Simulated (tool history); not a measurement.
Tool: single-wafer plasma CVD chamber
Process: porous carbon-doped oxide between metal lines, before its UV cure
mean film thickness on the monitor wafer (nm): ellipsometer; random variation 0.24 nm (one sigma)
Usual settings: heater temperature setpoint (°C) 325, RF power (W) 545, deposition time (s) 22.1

| run | hour | heater temperature setpoint (°C) | RF power (W) | deposition time (s) | wafers since the last listed run | hours since the last thermocouple change | hours since the last RF generator calibration | hours since the showerhead was replaced | hours since the gauge calibration | read-back reference wafer on the same gauge, thickness_nm | mean film thickness on the monitor wafer (nm) |
|---|---|---|---|---|---|---|---|---|---|---|---|
| 1 | 0.0 | 325 | 545 | 18.7 | 0 | 1086.3 | 967.6 | 5823.2 | 241.2 | 100.987 | 84.452 |
| 2 | 17.0 | 325 | 545 | 18.6 | 569 | 1103.3 | 984.6 | 5840.2 | 258.2 | 101.012 | 83.633 |
| 3 | 32.9 | 325 | 545 | 18.6 | 532 | 1119.2 | 1000.5 | 5856.1 | 274.1 | 101.004 | 83.647 |
| 4 | 48.3 | 325 | 545 | 18.6 | 515 | 1134.6 | 1015.9 | 5871.5 | 289.5 | 100.947 | 83.604 |
| 5 | 65.3 | 314 | 570 | 22.1 | 569 | 1151.6 | 1032.9 | 5888.5 | 306.5 | 100.974 | 109.131 |
| 6 | 80.1 | 314 | 570 | 22.1 | 495 | 1166.4 | 1047.7 | 5903.3 | 321.3 | 101.061 | 108.772 |
| 7 | 97.8 | 336 | 545 | 22.1 | 592 | 1184.1 | 1065.4 | 5921.0 | 339.0 | 101.001 | 93.151 |
| 8 | 105.4 | 336 | 545 | 22.1 | 254 | 1191.7 | 1073.0 | 5928.6 | 346.6 | 100.994 | 92.651 |
| 9 | 121.2 | 336 | 545 | 22.1 | 528 | 1207.5 | 1088.8 | 5944.4 | 362.4 | 100.928 | 92.813 |
| 10 | 128.9 | 325 | 545 | 22.1 | 257 | 1215.2 | 1096.5 | 5952.1 | 370.1 | 100.999 | 97.679 |
| 11 | 154.7 | 325 | 545 | 21.0 | 863 | 1241.0 | 1122.3 | 5977.9 | 395.9 | 101.069 | 93.137 |
| 12 | 172.2 | 325 | 545 | 21.0 | 585 | 1258.5 | 1139.8 | 5995.4 | 413.4 | 100.999 | 92.963 |
| 13 | 178.9 | 325 | 545 | 21.0 | 224 | 1265.2 | 1146.5 | 6002.1 | 420.1 | 101.034 | 92.524 |
| 14 | 188.3 | 316 | 545 | 18.6 | 314 | 1274.6 | 1155.9 | 6011.5 | 429.5 | 100.939 | 86.676 |
| 15 | 198.9 | 313 | 545 | 22.1 | 354 | 1285.2 | 1166.5 | 6022.1 | 440.1 | 101.052 | 104.484 |
| 16 | 205.1 | 325 | 545 | 22.1 | 207 | 1291.4 | 1172.7 | 6028.3 | 446.3 | 101.016 | 96.885 |
|  | 205.7 | gauge calibrated |
| 17 | 222.2 | 336 | 545 | 22.1 | 572 | 1308.5 | 1189.8 | 6045.4 | 16.5 | 101.027 | 91.774 |
| 18 | 232.3 | 319 | 515 | 18.1 | 338 | 1318.6 | 1199.9 | 6055.5 | 26.6 | 100.992 | 78.662 |
|  | 243.8 | RF generator calibrated |
| 19 | 244.3 | 325 | 625 | 19.0 | 133 | 1330.6 | 0.5 | 6067.5 | 38.6 | 101.031 | 96.764 |
| 20 | 256.0 | 325 | 545 | 22.1 | 391 | 1342.3 | 12.2 | 6079.2 | 50.3 | 100.925 | 100.482 |
| 21 | 271.3 | 314 | 545 | 25.6 | 512 | 1357.6 | 27.5 | 6094.5 | 65.6 | 101.031 | 121.901 |
|  | 327.1 | showerhead replaced |
| 22 | 327.6 | 310 | 545 | 20.3 | 1616 | 1413.9 | 83.8 | 0.5 | 121.9 | 100.994 | 99.908 |
| 23 | 341.2 | 329 | 545 | 26.0 | 455 | 1427.5 | 97.4 | 14.1 | 135.5 | 100.989 | 114.652 |
| 24 | 352.8 | 317 | 470 | 24.0 | 388 | 1439.1 | 109.0 | 25.7 | 147.1 | 101.002 | 97.989 |
|  | 364.4 | thermocouple changed; heater temperature recalibrated |
| 25 | 364.9 | 325 | 545 | 22.1 | 137 | 0.5 | 121.1 | 37.8 | 159.2 | 101.011 | 103.257 |
| 26 | 378.1 | 325 | 545 | 22.1 | 441 | 13.7 | 134.3 | 51.0 | 172.4 | 101.005 | 103.095 |
| 27 | 386.5 | 312 | 545 | 20.6 | 281 | 22.1 | 142.7 | 59.4 | 180.8 | 100.991 | 104.166 |
| 28 | 400.4 | 339 | 545 | 19.8 | 465 | 36.0 | 156.6 | 73.3 | 194.7 | 100.932 | 85.965 |
| 29 | 416.0 | 325 | 545 | 22.1 | 522 | 51.6 | 172.2 | 88.9 | 210.3 | 101.022 | 103.167 |
| 30 | 424.5 | 313 | 545 | 18.1 | 284 | 60.1 | 180.7 | 97.4 | 218.8 | 101.024 | 90.887 |
| 31 | 439.3 | 331 | 545 | 22.1 | 495 | 74.9 | 195.5 | 112.2 | 233.6 | 100.999 | 99.268 |
| 32 | 455.1 | 340 | 545 | 25.2 | 528 | 90.7 | 211.3 | 128.0 | 249.4 | 100.940 | 107.462 |
| 33 | 461.9 | 325 | 545 | 22.1 | 227 | 97.5 | 218.1 | 134.8 | 256.2 | 101.071 | 102.685 |
| 34 | 476.1 | 314 | 480 | 22.1 | 475 | 111.7 | 232.3 | 149.0 | 270.4 | 100.960 | 97.598 |
| 35 | 491.5 | 333 | 625 | 19.6 | 515 | 127.1 | 247.7 | 164.4 | 285.8 | 101.014 | 98.025 |

What the log doesn't show, run by run:
gauge reads high (%): 0 in every run
H1: wafer temperature above the value expected at the setpoint (K)
H2: delivered RF power above the setpoint (%)
| run | H1 | H2 |
|---|---|---|
| 1 | 4.66 | -3.71 |
| 2 | 4.73 | -3.84 |
| 3 | 4.8 | -3.96 |
| 4 | 4.86 | -4.08 |
| 5 | 4.93 | -4.21 |
| 6 | 5 | -4.33 |
| 7 | 5.07 | -4.47 |
| 8 | 5.1 | -4.53 |
| 9 | 5.17 | -4.66 |
| 10 | 5.2 | -4.72 |
| 11 | 5.31 | -4.94 |
| 12 | 5.38 | -5.09 |
| 13 | 5.41 | -5.15 |
| 14 | 5.45 | -5.23 |
| 15 | 5.5 | -5.33 |
| 16 | 5.52 | -5.38 |
| 17 | 5.59 | -5.54 |
| 18 | 5.64 | -5.63 |
| 19 | 5.69 | -1.96 |
| 20 | 5.74 | -1.96 |
| 21 | 5.8 | -1.96 |
| 22 | 6.04 | -1.98 |
| 23 | 6.1 | -1.99 |
| 24 | 6.14 | -2 |
| 25 | 0.232 | -2.01 |
| 26 | 0.287 | -2.03 |
| 27 | 0.323 | -2.04 |
| 28 | 0.381 | -2.05 |
| 29 | 0.447 | -2.07 |
| 30 | 0.483 | -2.08 |
| 31 | 0.545 | -2.1 |
| 32 | 0.612 | -2.13 |
| 33 | 0.64 | -2.14 |
| 34 | 0.7 | -2.16 |
| 35 | 0.765 | -2.19 |
